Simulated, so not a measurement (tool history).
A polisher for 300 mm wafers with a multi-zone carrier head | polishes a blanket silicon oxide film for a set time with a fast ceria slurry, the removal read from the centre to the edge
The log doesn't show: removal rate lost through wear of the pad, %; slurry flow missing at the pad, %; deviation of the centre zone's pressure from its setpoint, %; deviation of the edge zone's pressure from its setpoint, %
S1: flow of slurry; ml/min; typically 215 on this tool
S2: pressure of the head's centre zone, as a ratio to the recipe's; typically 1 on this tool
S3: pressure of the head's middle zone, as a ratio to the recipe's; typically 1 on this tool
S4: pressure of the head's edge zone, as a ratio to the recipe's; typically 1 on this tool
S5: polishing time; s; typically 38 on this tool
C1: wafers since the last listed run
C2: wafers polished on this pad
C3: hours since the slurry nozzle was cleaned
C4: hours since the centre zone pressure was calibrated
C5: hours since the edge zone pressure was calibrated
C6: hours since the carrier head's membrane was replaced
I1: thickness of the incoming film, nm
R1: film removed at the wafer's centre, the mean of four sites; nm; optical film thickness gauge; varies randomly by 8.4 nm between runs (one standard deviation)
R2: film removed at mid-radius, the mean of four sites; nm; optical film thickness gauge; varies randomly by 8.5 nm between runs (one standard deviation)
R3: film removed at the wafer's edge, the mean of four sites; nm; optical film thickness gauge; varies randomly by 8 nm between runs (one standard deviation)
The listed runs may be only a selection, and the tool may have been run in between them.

run	hour	S1	S2	S3	S4	S5	C1	C2	C3	C4	C5	C6	I1	R1	R2	R3
1	0	215	1	1	1.05	43	0	290	299.1	499.6	684.3	1141.7	2156.8	650.1	669.8	651
2	28.7	215	1	1	1.05	43	475	765	327.8	528.3	713	1170.4	2148.5	637.7	648.5	657.8
# hour 46.7: worn pad replaced by a new one
3	52.5	215	1	1	1	38	327	96	351.6	552.1	736.8	1194.2	2135.4	573.4	576.9	582.9
4	89	215	1	1	1	38	604	700	388.1	588.6	773.3	1230.7	2168.2	553.4	574.1	564
# hour 113.5: worn pad replaced by a new one
5	116.2	215	1	1	1	38	384	45	415.3	615.8	800.5	1257.9	2132.3	566	600.4	573.3
# hour 124.8: edge zone pressure recalibrated
# hour 130.8: centre zone pressure recalibrated
# hour 134.9: carrier head's membrane replaced by a new one
6	135.9	215	1	1	1	38	192	237	435	5.1	11.1	1	2148.1	551.4	582.6	567.2
7	160.8	215	1	1	1	38	412	649	459.9	30	36	25.9	2159	535	563.4	571.7
# hour 187.3: worn pad replaced by a new one
8	187.8	215	1	1	1	38	380	7	486.9	57	63	52.9	2110.5	574.7	586.9	599.3
# hour 189.1: slurry nozzle cleaned
9	197.7	145	1	1	1	44	147	154	8.6	66.9	72.9	62.8	2132	611.7	636	640.9
10	221.4	215	1	1	1	38	392	547	32.3	90.6	96.6	86.5	2157.3	553.3	584.5	574.6
11	237.2	155	1	1.12	1	38	261	808	48.1	106.4	112.4	102.3	2150.1	523	587.5	528.9
12	261.2	285	0.9	1	1	38	397	1206	72.1	130.4	136.4	126.3	2166	535.3	570.5	568
# hour 270.2: worn pad replaced by a new one
13	290	170	1	1.06	1	38	410	327	100.9	159.2	165.2	155.1	2151.7	545.5	593.4	558
14	313.5	215	1	1	1.06	47	389	716	124.4	182.7	188.7	178.6	2173.6	667	703.1	696.1
# hour 333.2: worn pad replaced by a new one
15	333.7	260	0.94	0.9	1.03	38	268	8	144.6	202.9	208.9	198.8	2164.3	571	549.1	609

Forecast run 16:
16	364.5	250	1	1	1	50	509	518	175.4	233.7	239.7	229.6	2131.4	?	?	?

R1: 719.4 nm
R2: 766 nm
R3: 761.1 nm
With the hidden condition absent and the run-to-run variation left alone, this run would have shown R1 746.8 nm, R2 795.2 nm, R3 790 nm.
